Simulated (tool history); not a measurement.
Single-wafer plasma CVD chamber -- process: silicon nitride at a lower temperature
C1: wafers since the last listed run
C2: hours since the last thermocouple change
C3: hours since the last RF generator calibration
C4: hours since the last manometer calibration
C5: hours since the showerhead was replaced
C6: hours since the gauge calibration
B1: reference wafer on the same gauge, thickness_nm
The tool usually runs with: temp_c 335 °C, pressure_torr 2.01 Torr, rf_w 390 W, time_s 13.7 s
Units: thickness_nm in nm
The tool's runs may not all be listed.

{"run": 1, "hour": 0.0, "temp_c": 335, "pressure_torr": 1.63, "rf_w": 390, "time_s": 13.7, "C1": 0, "C2": 2171.7, "C3": 852.0, "C4": 2037.3, "C5": 5671.1, "C6": 398.0, "B1": 17.264, "thickness_nm": 18.588}
{"run": 2, "hour": 59.9, "temp_c": 335, "pressure_torr": 2.01, "rf_w": 390, "time_s": 13.7, "C1": 1473, "C2": 2231.6, "C3": 911.9, "C4": 2097.2, "C5": 5731.0, "C6": 457.9, "B1": 17.229, "thickness_nm": 19.408}
{"run": 3, "hour": 151.9, "temp_c": 335, "pressure_torr": 2.01, "rf_w": 390, "time_s": 13.7, "C1": 2262, "C2": 2323.6, "C3": 1003.9, "C4": 2189.2, "C5": 5823.0, "C6": 549.9, "B1": 17.16, "thickness_nm": 19.55}
{"run": 4, "hour": 214.3, "temp_c": 335, "pressure_torr": 1.82, "rf_w": 390, "time_s": 13.7, "C1": 1534, "C2": 2386.0, "C3": 1066.3, "C4": 2251.6, "C5": 5885.4, "C6": 612.3, "B1": 17.173, "thickness_nm": 18.902}
{"run": 5, "hour": 355.5, "temp_c": 335, "pressure_torr": 1.82, "rf_w": 390, "time_s": 13.7, "C1": 3472, "C2": 2527.2, "C3": 1207.5, "C4": 2392.8, "C5": 6026.6, "C6": 753.5, "B1": 17.099, "thickness_nm": 19.152}
{"run": 6, "hour": 453.0, "temp_c": 335, "pressure_torr": 2.01, "rf_w": 390, "time_s": 13.7, "C1": 2397, "C2": 2624.7, "C3": 1305.0, "C4": 2490.3, "C5": 6124.1, "C6": 851.0, "B1": 17.066, "thickness_nm": 19.234}
{"hour": 461.7, "done": "showerhead replaced"}
{"hour": 497.6, "done": "thermocouple changed; heater temperature recalibrated"}
{"run": 7, "hour": 526.0, "temp_c": 335, "pressure_torr": 2.01, "rf_w": 390, "time_s": 13.7, "C1": 1401, "C2": 28.4, "C3": 1378.0, "C4": 2563.3, "C5": 64.3, "C6": 924.0, "B1": 17.035, "thickness_nm": 19.287}
{"run": 8, "hour": 572.7, "temp_c": 335, "pressure_torr": 2.01, "rf_w": 390, "time_s": 15.0, "C1": 1148, "C2": 75.1, "C3": 1424.7, "C4": 2610.0, "C5": 111.0, "C6": 970.7, "B1": 17.037, "thickness_nm": 20.937}
{"run": 9, "hour": 635.0, "temp_c": 335, "pressure_torr": 2.01, "rf_w": 390, "time_s": 13.7, "C1": 1532, "C2": 137.4, "C3": 1487.0, "C4": 2672.3, "C5": 173.3, "C6": 1033.0, "B1": 16.95, "thickness_nm": 19.265}
{"hour": 671.0, "done": "gauge calibrated"}
{"run": 10, "hour": 726.9, "temp_c": 335, "pressure_torr": 1.63, "rf_w": 390, "time_s": 13.7, "C1": 2259, "C2": 229.3, "C3": 1578.9, "C4": 2764.2, "C5": 265.2, "C6": 55.9, "B1": 17.329, "thickness_nm": 18.85}
{"hour": 737.6, "done": "capacitance manometer re-zeroed and calibrated"}
{"hour": 840.4, "done": "RF generator calibrated"}
{"run": 11, "hour": 966.5, "temp_c": 335, "pressure_torr": 2.23, "rf_w": 390, "time_s": 12.8, "C1": 5498, "C2": 468.9, "C3": 126.1, "C4": 228.9, "C5": 504.8, "C6": 295.5, "B1": 17.245, "thickness_nm": 18.683}
{"run": 12, "hour": 1032.2, "temp_c": 335, "pressure_torr": 1.61, "rf_w": 390, "time_s": 11.7, "C1": 1615, "C2": 534.6, "C3": 191.8, "C4": 294.6, "C5": 570.5, "C6": 361.2, "B1": 17.219, "thickness_nm": 15.874}
{"run": 13, "hour": 1112.7, "temp_c": 335, "pressure_torr": 2.01, "rf_w": 390, "time_s": 13.7, "C1": 1979, "C2": 615.1, "C3": 272.3, "C4": 375.1, "C5": 651.0, "C6": 441.7, "B1": 17.242, "thickness_nm": 19.535}
{"run": 14, "hour": 1210.3, "temp_c": 339, "pressure_torr": 2.26, "rf_w": 465, "time_s": 13.7, "C1": 2400, "C2": 712.7, "C3": 369.9, "C4": 472.7, "C5": 748.6, "C6": 539.3, "B1": 17.18, "thickness_nm": 22.638}
{"run": 15, "hour": 1258.8, "temp_c": 349, "pressure_torr": 2.01, "rf_w": 390, "time_s": 13.7, "C1": 1192, "C2": 761.2, "C3": 418.4, "C4": 521.2, "C5": 797.1, "C6": 587.8, "B1": 17.166, "thickness_nm": 19.409}
{"run": 16, "hour": 1350.3, "temp_c": 335, "pressure_torr": 2.01, "rf_w": 390, "time_s": 11.6, "C1": 2250, "C2": 852.7, "C3": 509.9, "C4": 612.7, "C5": 888.6, "C6": 679.3, "B1": 17.123, "thickness_nm": 16.519}

Predict each of these 4 candidate next runs independently; none follows another, all start after run 16:
{"run": "A", "hour": 1350.7, "temp_c": 335, "pressure_torr": 2.01, "rf_w": 390, "time_s": 12.6, "C1": 9, "C2": 853.1, "C3": 510.3, "C4": 613.1, "C5": 889.0, "C6": 679.7, "B1": "?", "thickness_nm": "?"}
{"run": "B", "hour": 1350.7, "temp_c": 323, "pressure_torr": 2.01, "rf_w": 390, "time_s": 14.8, "C1": 9, "C2": 853.1, "C3": 510.3, "C4": 613.1, "C5": 889.0, "C6": 679.7, "B1": "?", "thickness_nm": "?"}
{"run": "C", "hour": 1350.7, "temp_c": 324, "pressure_torr": 1.88, "rf_w": 440, "time_s": 15.4, "C1": 9, "C2": 853.1, "C3": 510.3, "C4": 613.1, "C5": 889.0, "C6": 679.7, "B1": "?", "thickness_nm": "?"}
{"run": "D", "hour": 1350.7, "temp_c": 335, "pressure_torr": 1.57, "rf_w": 390, "time_s": 11.4, "C1": 9, "C2": 853.1, "C3": 510.3, "C4": 613.1, "C5": 889.0, "C6": 679.7, "B1": "?", "thickness_nm": "?"}

run=A B1=17.083 thickness_nm=17.880
run=B B1=17.083 thickness_nm=21.097
run=C B1=17.083 thickness_nm=23.626
run=D B1=17.083 thickness_nm=15.351
With the hidden condition removed and each run's random variation left untouched, the same runs would have given:
run=A thickness_nm=18.165
run=B thickness_nm=21.434
run=C thickness_nm=24.004
run=D thickness_nm=15.596
